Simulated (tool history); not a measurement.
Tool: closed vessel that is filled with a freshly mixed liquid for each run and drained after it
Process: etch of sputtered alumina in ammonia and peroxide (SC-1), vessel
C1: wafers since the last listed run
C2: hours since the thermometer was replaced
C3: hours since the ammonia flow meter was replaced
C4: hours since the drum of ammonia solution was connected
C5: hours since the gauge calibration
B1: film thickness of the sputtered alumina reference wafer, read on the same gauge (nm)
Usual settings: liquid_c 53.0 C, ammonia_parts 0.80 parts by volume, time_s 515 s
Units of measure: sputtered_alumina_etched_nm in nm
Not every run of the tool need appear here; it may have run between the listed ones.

Run 1, hour 0.0: usual settings; C1 0; C2 52.1; C3 1275.7; C4 437.5; C5 71.5; B1 129.98. Result: sputtered_alumina_etched_nm 31.35 nm.
At hour 24.3: new drum of ammonia solution connected.
Run 2, hour 30.4: usual settings; C1 2982; C2 82.5; C3 1306.1; C4 6.1; C5 101.9; B1 130.00. Result: sputtered_alumina_etched_nm 31.25 nm.
Run 3, hour 135.0: usual settings; C1 10609; C2 187.1; C3 1410.7; C4 110.7; C5 206.5; B1 129.98. Result: sputtered_alumina_etched_nm 31.09 nm.
Run 4, hour 232.5: usual settings; C1 9889; C2 284.6; C3 1508.2; C4 208.2; C5 304.0; B1 129.99. Result: sputtered_alumina_etched_nm 30.94 nm.
Run 5, hour 258.7: usual settings; C1 2657; C2 310.8; C3 1534.4; C4 234.4; C5 330.2; B1 129.97. Result: sputtered_alumina_etched_nm 30.60 nm.
Run 6, hour 280.7: usual settings; C1 2231; C2 332.8; C3 1556.4; C4 256.4; C5 352.2; B1 130.04. Result: sputtered_alumina_etched_nm 30.88 nm.
Run 7, hour 307.5: usual settings but liquid_c 46.5 C, ammonia_parts 1.05 parts by volume, time_s 385 s; C1 2718; C2 359.6; C3 1583.2; C4 283.2; C5 379.0; B1 130.00. Result: sputtered_alumina_etched_nm 16.45 nm.
Run 8, hour 341.9: usual settings but liquid_c 56.5 C, time_s 695 s; C1 3489; C2 394.0; C3 1617.6; C4 317.6; C5 413.4; B1 130.02. Result: sputtered_alumina_etched_nm 50.10 nm.
Run 9, hour 365.7: usual settings; C1 2414; C2 417.8; C3 1641.4; C4 341.4; C5 437.2; B1 130.00. Result: sputtered_alumina_etched_nm 31.35 nm.
Run 10, hour 398.0: usual settings but ammonia_parts 0.55 parts by volume; C1 3276; C2 450.1; C3 1673.7; C4 373.7; C5 469.5; B1 130.00. Result: sputtered_alumina_etched_nm 29.52 nm.
Run 11, hour 411.0: usual settings but liquid_c 56.5 C, time_s 695 s; C1 1318; C2 463.1; C3 1686.7; C4 386.7; C5 482.5; B1 130.02. Result: sputtered_alumina_etched_nm 49.37 nm.
At hour 424.1: new drum of ammonia solution connected.
Run 12, hour 433.3: usual settings but ammonia_parts 0.45 parts by volume; C1 2160; C2 485.4; C3 1709.0; C4 9.2; C5 504.8; B1 129.97. Result: sputtered_alumina_etched_nm 29.35 nm.
Run 13, hour 469.3: usual settings but liquid_c 57.5 C; C1 3651; C2 521.4; C3 1745.0; C4 45.2; C5 540.8; B1 129.99. Result: sputtered_alumina_etched_nm 39.14 nm.
At hour 484.7: ammonia flow meter replaced.
Run 14, hour 502.3: usual settings but ammonia_parts 0.45 parts by volume; C1 3245; C2 554.4; C3 17.6; C4 78.2; C5 573.8; B1 129.97. Result: sputtered_alumina_etched_nm 28.87 nm.
Run 15, hour 526.4: usual settings; C1 2444; C2 578.5; C3 41.7; C4 102.3; C5 597.9; B1 130.00. Result: sputtered_alumina_etched_nm 30.47 nm.
Run 16, hour 562.0: usual settings but liquid_c 57.5 C, ammonia_parts 1.05 parts by volume, time_s 815 s; C1 3610; C2 614.1; C3 77.3; C4 137.9; C5 633.5; B1 130.00. Result: sputtered_alumina_etched_nm 63.62 nm.
Run 17, hour 597.8: usual settings but ammonia_parts 0.55 parts by volume, time_s 610 s; C1 3631; C2 649.9; C3 113.1; C4 173.7; C5 669.3; B1 130.00. Result: sputtered_alumina_etched_nm 35.29 nm.
Run 18, hour 611.4: usual settings but liquid_c 61.5 C, ammonia_parts 1.00 parts by volume; C1 1379; C2 663.5; C3 126.7; C4 187.3; C5 682.9; B1 130.03. Result: sputtered_alumina_etched_nm 48.65 nm.
Run 19, hour 640.1: usual settings but liquid_c 63.0 C, ammonia_parts 0.50 parts by volume; C1 2911; C2 692.2; C3 155.4; C4 216.0; C5 711.6; B1 130.00. Result: sputtered_alumina_etched_nm 48.48 nm.
Run 20, hour 679.9: usual settings but liquid_c 50.0 C, time_s 350 s; C1 4036; C2 732.0; C3 195.2; C4 255.8; C5 751.4; B1 130.00. Result: sputtered_alumina_etched_nm 17.50 nm.
Run 21, hour 699.9: usual settings but ammonia_parts 1.10 parts by volume, time_s 670 s; C1 2028; C2 752.0; C3 215.2; C4 275.8; C5 771.4; B1 130.02. Result: sputtered_alumina_etched_nm 40.80 nm.
Run 22, hour 713.9: usual settings but liquid_c 46.5 C, time_s 295 s; C1 1420; C2 766.0; C3 229.2; C4 289.8; C5 785.4; B1 129.99. Result: sputtered_alumina_etched_nm 12.11 nm.
Run 23, hour 733.8: usual settings; C1 2018; C2 785.9; C3 249.1; C4 309.7; C5 805.3; B1 130.01. Result: sputtered_alumina_etched_nm 30.45 nm.
Run 24, hour 768.3: usual settings but liquid_c 62.5 C, ammonia_parts 0.95 parts by volume; C1 3499; C2 820.4; C3 283.6; C4 344.2; C5 839.8; B1 130.03. Result: sputtered_alumina_etched_nm 50.58 nm.
Run 25, hour 782.4: usual settings but liquid_c 58.0 C, ammonia_parts 0.95 parts by volume, time_s 665 s; C1 1430; C2 834.5; C3 297.7; C4 358.3; C5 853.9; B1 130.02. Result: sputtered_alumina_etched_nm 51.40 nm.
At hour 793.4: new drum of ammonia solution connected.
Run 26, hour 797.1: usual settings but liquid_c 56.0 C, ammonia_parts 1.10 parts by volume, time_s 630 s; C1 1389; C2 849.2; C3 312.4; C4 3.7; C5 868.6; B1 130.01. Result: sputtered_alumina_etched_nm 44.72 nm.
Run 27, hour 820.0: usual settings but time_s 775 s; C1 2322; C2 872.1; C3 335.3; C4 26.6; C5 891.5; B1 130.00. Result: sputtered_alumina_etched_nm 44.88 nm.
Run 28, hour 837.7: usual settings but liquid_c 57.0 C, ammonia_parts 1.10 parts by volume; C1 1795; C2 889.8; C3 353.0; C4 44.3; C5 909.2; B1 129.98. Result: sputtered_alumina_etched_nm 38.72 nm.

What if the next run were any one of these 4? Each begins from the tool's condition after run 28:
Run A, hour 838.5: usual settings; C1 81; C2 890.6; C3 353.8; C4 45.1; C5 910.0; B1 ?. Result: sputtered_alumina_etched_nm ?.
Run B, hour 838.5: usual settings but liquid_c 59.5 C, ammonia_parts 0.95 parts by volume, time_s 780 s; C1 81; C2 890.6; C3 353.8; C4 45.1; C5 910.0; B1 ?. Result: sputtered_alumina_etched_nm ?.
Run C, hour 838.5: usual settings but liquid_c 46.5 C; C1 81; C2 890.6; C3 353.8; C4 45.1; C5 910.0; B1 ?. Result: sputtered_alumina_etched_nm ?.
Run D, hour 838.5: usual settings but ammonia_parts 0.60 parts by volume, time_s 675 s; C1 81; C2 890.6; C3 353.8; C4 45.1; C5 910.0; B1 ?. Result: sputtered_alumina_etched_nm ?.

run      B1  sputtered_alumina_etched_nm
  A  130.03                        29.85
  B  130.03                        64.90
  C  130.03                        20.80
  D  130.03                        38.07
What these runs would have given with no unlogged condition in the tool:
run  sputtered_alumina_etched_nm
  A                        31.96
  B                        69.27
  C                        22.34
  D                        40.76
